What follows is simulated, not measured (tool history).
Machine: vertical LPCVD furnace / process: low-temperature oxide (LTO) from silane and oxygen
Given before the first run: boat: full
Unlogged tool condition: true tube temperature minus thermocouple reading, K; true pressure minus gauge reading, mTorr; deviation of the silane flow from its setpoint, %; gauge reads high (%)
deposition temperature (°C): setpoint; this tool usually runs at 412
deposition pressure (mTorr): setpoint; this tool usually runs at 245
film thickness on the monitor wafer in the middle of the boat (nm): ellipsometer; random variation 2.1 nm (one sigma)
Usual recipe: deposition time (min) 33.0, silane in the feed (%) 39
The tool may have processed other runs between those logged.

| run | hour | deposition temperature (°C) | deposition pressure (mTorr) | deposition time (min) | silane in the feed (%) | wafers since the last listed run | hours since the last temperature calibration | hours since the pressure gauge was zeroed | hours since the silane flow controller was replaced | hours since the gauge calibration | read-back reference wafer on the same gauge, thickness | film thickness on the monitor wafer in the middle of the boat (nm) |
|---|---|---|---|---|---|---|---|---|---|---|---|---|
| 1 | 0.0 | 412 | 245 | 33.0 | 39 | 0 | 4261.3 | 1963.7 | 3990.4 | 431.0 | 475.27 | 434.19 |
| 2 | 23.4 | 412 | 245 | 33.0 | 39 | 400 | 4284.7 | 1987.1 | 4013.8 | 454.4 | 473.39 | 441.72 |
| 3 | 121.7 | 412 | 245 | 33.0 | 39 | 1682 | 4383.0 | 2085.4 | 4112.1 | 552.7 | 473.60 | 443.65 |
|  | 148.5 | silane flow controller replaced |
| 4 | 149.0 | 412 | 245 | 33.0 | 45 | 56 | 4410.3 | 2112.7 | 0.5 | 580.0 | 474.00 | 512.18 |
| 5 | 159.1 | 412 | 245 | 33.0 | 45 | 172 | 4420.4 | 2122.8 | 10.6 | 590.1 | 474.25 | 514.81 |
|  | 206.9 | thermocouples replaced and temperature profile calibrated |
| 6 | 207.4 | 418 | 245 | 29.0 | 39 | 415 | 0.5 | 2171.1 | 58.9 | 638.4 | 473.54 | 412.77 |
| 7 | 212.3 | 418 | 245 | 29.0 | 39 | 83 | 5.4 | 2176.0 | 63.8 | 643.3 | 473.82 | 411.97 |
| 8 | 233.0 | 412 | 245 | 33.0 | 39 | 354 | 26.1 | 2196.7 | 84.5 | 664.0 | 473.81 | 440.38 |
| 9 | 252.4 | 412 | 245 | 33.0 | 39 | 332 | 45.5 | 2216.1 | 103.9 | 683.4 | 473.95 | 442.89 |
| 10 | 278.3 | 412 | 245 | 33.0 | 39 | 443 | 71.4 | 2242.0 | 129.8 | 709.3 | 473.52 | 444.02 |
| 11 | 293.8 | 412 | 245 | 33.0 | 39 | 265 | 86.9 | 2257.5 | 145.3 | 724.8 | 474.75 | 443.72 |
| 12 | 322.3 | 412 | 245 | 33.0 | 39 | 487 | 115.4 | 2286.0 | 173.8 | 753.3 | 473.25 | 443.32 |
|  | 351.2 | pressure gauge zeroed |
| 13 | 351.7 | 412 | 245 | 39.5 | 39 | 92 | 144.8 | 0.5 | 203.2 | 782.7 | 474.00 | 506.55 |
| 14 | 369.3 | 412 | 300 | 21.0 | 39 | 301 | 162.4 | 18.1 | 220.8 | 800.3 | 474.56 | 329.87 |
| 15 | 392.3 | 424 | 185 | 43.0 | 32 | 393 | 185.4 | 41.1 | 243.8 | 823.3 | 473.35 | 373.15 |
| 16 | 416.7 | 402 | 200 | 33.0 | 39 | 417 | 209.8 | 65.5 | 268.2 | 847.7 | 474.05 | 311.71 |
| 17 | 444.2 | 412 | 265 | 33.0 | 34 | 470 | 237.3 | 93.0 | 295.7 | 875.2 | 474.55 | 387.36 |
| 18 | 460.0 | 412 | 245 | 33.0 | 36 | 270 | 253.1 | 108.8 | 311.5 | 891.0 | 474.24 | 386.32 |
| 19 | 478.7 | 412 | 245 | 33.0 | 39 | 320 | 271.8 | 127.5 | 330.2 | 909.7 | 475.02 | 424.54 |
| 20 | 493.0 | 412 | 245 | 33.0 | 39 | 244 | 286.1 | 141.8 | 344.5 | 924.0 | 474.45 | 428.44 |
| 21 | 521.1 | 412 | 205 | 33.0 | 39 | 481 | 314.2 | 169.9 | 372.6 | 952.1 | 474.39 | 358.09 |
| 22 | 536.9 | 412 | 245 | 33.0 | 39 | 270 | 330.0 | 185.7 | 388.4 | 967.9 | 474.24 | 424.82 |
| 23 | 565.9 | 412 | 265 | 37.5 | 39 | 496 | 359.0 | 214.7 | 417.4 | 996.9 | 474.36 | 519.18 |
|  | 577.7 | gauge calibrated |
| 24 | 596.1 | 412 | 245 | 33.0 | 39 | 516 | 389.2 | 244.9 | 447.6 | 18.4 | 473.93 | 428.04 |
| 25 | 621.8 | 424 | 225 | 33.0 | 39 | 439 | 414.9 | 270.6 | 473.3 | 44.1 | 473.98 | 443.58 |
| 26 | 655.5 | 403 | 245 | 33.0 | 35 | 576 | 448.6 | 304.3 | 507.0 | 77.8 | 473.55 | 338.88 |
| 27 | 689.9 | 403 | 245 | 33.0 | 39 | 588 | 483.0 | 338.7 | 541.4 | 112.2 | 474.00 | 387.52 |
| 28 | 713.8 | 412 | 225 | 43.5 | 39 | 409 | 506.9 | 362.6 | 565.3 | 136.1 | 473.37 | 511.12 |
| 29 | 743.0 | 412 | 245 | 33.0 | 39 | 499 | 536.1 | 391.8 | 594.5 | 165.3 | 473.95 | 424.66 |
| 30 | 847.6 | 412 | 245 | 25.0 | 39 | 1790 | 640.7 | 496.4 | 699.1 | 269.9 | 474.80 | 320.87 |
| 31 | 868.8 | 412 | 185 | 27.5 | 34 | 362 | 661.9 | 517.6 | 720.3 | 291.1 | 473.94 | 226.69 |
| 32 | 913.7 | 412 | 245 | 21.0 | 43 | 768 | 706.8 | 562.5 | 765.2 | 336.0 | 474.48 | 304.41 |

Below are 3 alternative next runs, each starting from the tool's condition after run 32. Predict each:
| A | 918.7 | 412 | 245 | 33.0 | 39 | 85 | 711.8 | 567.5 | 770.2 | 341.0 | ? | ? |
| B | 918.7 | 412 | 185 | 27.0 | 35 | 85 | 711.8 | 567.5 | 770.2 | 341.0 | ? | ? |
| C | 918.7 | 412 | 280 | 21.5 | 39 | 85 | 711.8 | 567.5 | 770.2 | 341.0 | ? | ? |

| run | read-back reference wafer on the same gauge, thickness | film thickness on the monitor wafer in the middle of the boat (nm) |
|---|---|---|
| A | 474.60 | 425.35 |
| B | 474.60 | 230.28 |
| C | 474.60 | 316.41 |
Stripped of hidden state, with their random variation kept, the same runs would have yielded:
| run | film thickness on the monitor wafer in the middle of the boat (nm) |
|---|---|
| A | 422.16 |
| B | 228.01 |
| C | 314.34 |

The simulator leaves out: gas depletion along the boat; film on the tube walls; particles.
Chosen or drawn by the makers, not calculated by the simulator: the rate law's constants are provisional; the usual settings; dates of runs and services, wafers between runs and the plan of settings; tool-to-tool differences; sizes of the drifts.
